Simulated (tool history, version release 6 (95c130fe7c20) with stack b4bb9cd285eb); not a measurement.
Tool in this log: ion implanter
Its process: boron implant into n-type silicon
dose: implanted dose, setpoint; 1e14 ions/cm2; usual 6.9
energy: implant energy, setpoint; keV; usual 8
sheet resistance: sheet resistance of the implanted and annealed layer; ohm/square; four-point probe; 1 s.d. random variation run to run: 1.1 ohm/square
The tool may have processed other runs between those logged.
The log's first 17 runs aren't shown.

run     day  dose  energy  wafers since the last listed run  hours since the last dose calibration  hours since the extraction supply was calibrated  hours since the gauge calibration  read-back reference wafer on the same gauge, sheet resistance  sheet resistance
 18  16.092  8.54       6                               225                                  568.5                                              45.9                              650.5                                                         217.22            178.15
 19      17  5.04     7.5                               375                                  590.3                                              67.7                              672.3                                                         217.77            259.33
 20  17.642   8.2    10.5                               265                                  605.7                                              83.1                              687.7                                                         218.04            166.45
 21  18.967  7.59     7.5                               548                                  637.5                                             114.9                              719.5                                                         218.27            187.38
 22  19.654  6.09       9                               284                                    654                                             131.4                                736                                                         218.15            216.44
 23  20.392  5.48       8                               305                                  671.7                                             149.1                              753.7                                                         218.03            238.88
 24  21.779   6.9       8                               574                                    705                                             182.4                                787                                                         217.88             198.9
 25  22.446  6.07     9.5                               275                                    721                                             198.4                                803                                                         218.54               216
     22.983  -- Faraday cup replaced and dose calibrated
 26  23.862   6.9       8                               448                                   21.1                                             232.4                                837                                                         217.74            193.01
 27  24.383  5.71    10.5                               215                                   33.6                                             244.9                              849.5                                                         218.11            220.41
 28  25.017   6.3       8                               262                                   48.8                                             260.1                              864.7                                                         218.13            206.34
     26.167  -- gauge calibrated
 29  29.221  5.35       6                              1739                                  149.7                                               361                               73.3                                                         218.07               245
 30  29.833  8.33       9                               253                                  164.4                                             375.7                                 88                                                         218.04            165.24
 31  31.075  7.71     9.5                               513                                  194.2                                             405.5                              117.8                                                         217.94            173.81
 32  32.317   6.9       8                               513                                    224                                             435.3                              147.6                                                         217.71            192.84
 33  34.333   6.9       8                               834                                  272.4                                             483.7                                196                                                          218.2               196

Below are 5 alternative next runs, each starting from the tool's condition after run 33. Predict each:
  A  34.35   6.9       8                                 6                                  272.8                                             484.1                              196.4                                                              ?                 ?
  B  34.35   6.9     9.5                                 6                                  272.8                                             484.1                              196.4                                                              ?                 ?
  C  34.35  5.62       6                                 6                                  272.8                                             484.1                              196.4                                                              ?                 ?
  D  34.35  7.51    10.5                                 6                                  272.8                                             484.1                              196.4                                                              ?                 ?
  E  34.35  8.26       8                                 6                                  272.8                                             484.1                              196.4                                                              ?                 ?

run  read-back reference wafer on the same gauge, sheet resistance  sheet resistance
  A                                                         217.98             193.1
  B                                                         217.98            189.26
  C                                                         217.98            236.23
  D                                                         217.98            174.77
  E                                                         217.98            168.64
The same runs, with their run-to-run variation unchanged, on a tool lacking any hidden condition would have given:
run  sheet resistance
  A            190.73
  B            186.85
  C            233.28
  D            172.56
  E            166.75
